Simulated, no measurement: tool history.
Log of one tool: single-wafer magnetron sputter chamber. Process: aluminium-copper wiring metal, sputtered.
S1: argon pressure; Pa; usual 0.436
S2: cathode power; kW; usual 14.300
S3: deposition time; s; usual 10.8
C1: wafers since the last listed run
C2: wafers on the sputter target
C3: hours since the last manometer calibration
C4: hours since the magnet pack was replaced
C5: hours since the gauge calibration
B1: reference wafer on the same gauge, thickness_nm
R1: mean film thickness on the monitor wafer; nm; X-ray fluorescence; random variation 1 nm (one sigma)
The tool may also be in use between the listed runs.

run   hour     S1      S2    S3   C1    C2      C3      C4     C5       B1       R1
  1    0.0  0.436  14.300  10.8    0  2140  1278.6  3748.5   58.6  272.789  276.512
  2    6.6  0.436  14.300  10.8  243  2384  1285.2  3755.1   65.2  272.936  278.289
  3   21.6  0.436  14.300  10.8  553  2937  1300.2  3770.1   80.2  273.413  277.277
  4   38.7  0.436  14.300  10.8  630  3568  1317.3  3787.2   97.3  273.234  276.068
  5   50.3  0.436  14.300  10.8  427  3996  1328.9  3798.8  108.9  273.328  274.345
  6   61.2  0.436  14.300  10.8  402  4398  1339.8  3809.7  119.8  272.957  274.710
  7   74.3  0.436  14.300  10.8  483  4881  1352.9  3822.8  132.9  273.082  275.956
  8   83.6  0.436  14.300  10.8  343  5224  1362.2  3832.1  142.2  273.024  273.805
  9  100.0  0.436  14.300  10.8  604  5829  1378.6  3848.5  158.6  272.960  275.110
 10  110.6  0.436  14.300  10.8  390  6220  1389.2  3859.1  169.2  273.287  276.537
     120.2  -- sputter target and shields replaced
 11  121.3  0.366  12.850  10.8   99    40  1399.9  3869.8  179.9  272.758  264.871
     126.5  -- gauge calibrated
 12  138.7  0.480  11.850  12.3  641   682  1417.3  3887.2   12.2  272.607  276.167
     157.0  -- magnet pack replaced
 13  157.5  0.494  17.400  10.8  398  1080  1436.1     0.5   31.0  273.159  314.792
     169.4  -- capacitance manometer re-zeroed and calibrated
 14  169.9  0.436  12.100  10.8  162  1243     0.5    12.9   43.4  272.743  247.289
 15  182.8  0.515  14.300  10.8  475  1718    13.4    25.8   56.3  273.359  270.915
 16  193.4  0.482  15.500   9.7  390  2109    24.0    36.4   66.9  273.154  259.690
 17  207.2  0.274  14.300  10.0  509  2618    37.8    50.2   80.7  273.125  265.839
 18  220.4  0.436  14.300  10.8  486  3105    51.0    63.4   93.9  273.034  272.865
 19  233.2  0.555  14.300  12.2  472  3577    63.8    76.2  106.7  272.806  300.627
 20  239.8  0.494  17.400  10.8  243  3821    70.4    82.8  113.3  273.117  313.297
 21  255.3  0.436  17.700  11.6  571  4393    85.9    98.3  128.8  272.748  345.818

Hidden state at the last listed run before each entry between runs and at the first one after, where it differs:
Between runs 10 and 11: sputter target and shields replaced (hour 120.2)
  deposition rate above that of a new target (%): -2.54 -> -0.351
  measured less the result without the state, R1: -7.205 -> -0.933 nm
Between runs 11 and 12: gauge calibrated (hour 126.5)
  deposition rate above that of a new target (%): -0.351 -> -0.964
  measured less the result without the state, R1: -0.933 -> -2.689 nm
Between runs 12 and 13: magnet pack replaced (hour 157.0)
  deposition rate above that of a new target (%): -0.964 -> -1.47
  measured less the result without the state, R1: -2.689 -> -4.703 nm
Between runs 13 and 14: capacitance manometer re-zeroed and calibrated (hour 169.4)
  deposition rate above that of a new target (%): -1.47 -> -1.74
  measured less the result without the state, R1: -4.703 -> -4.374 nm
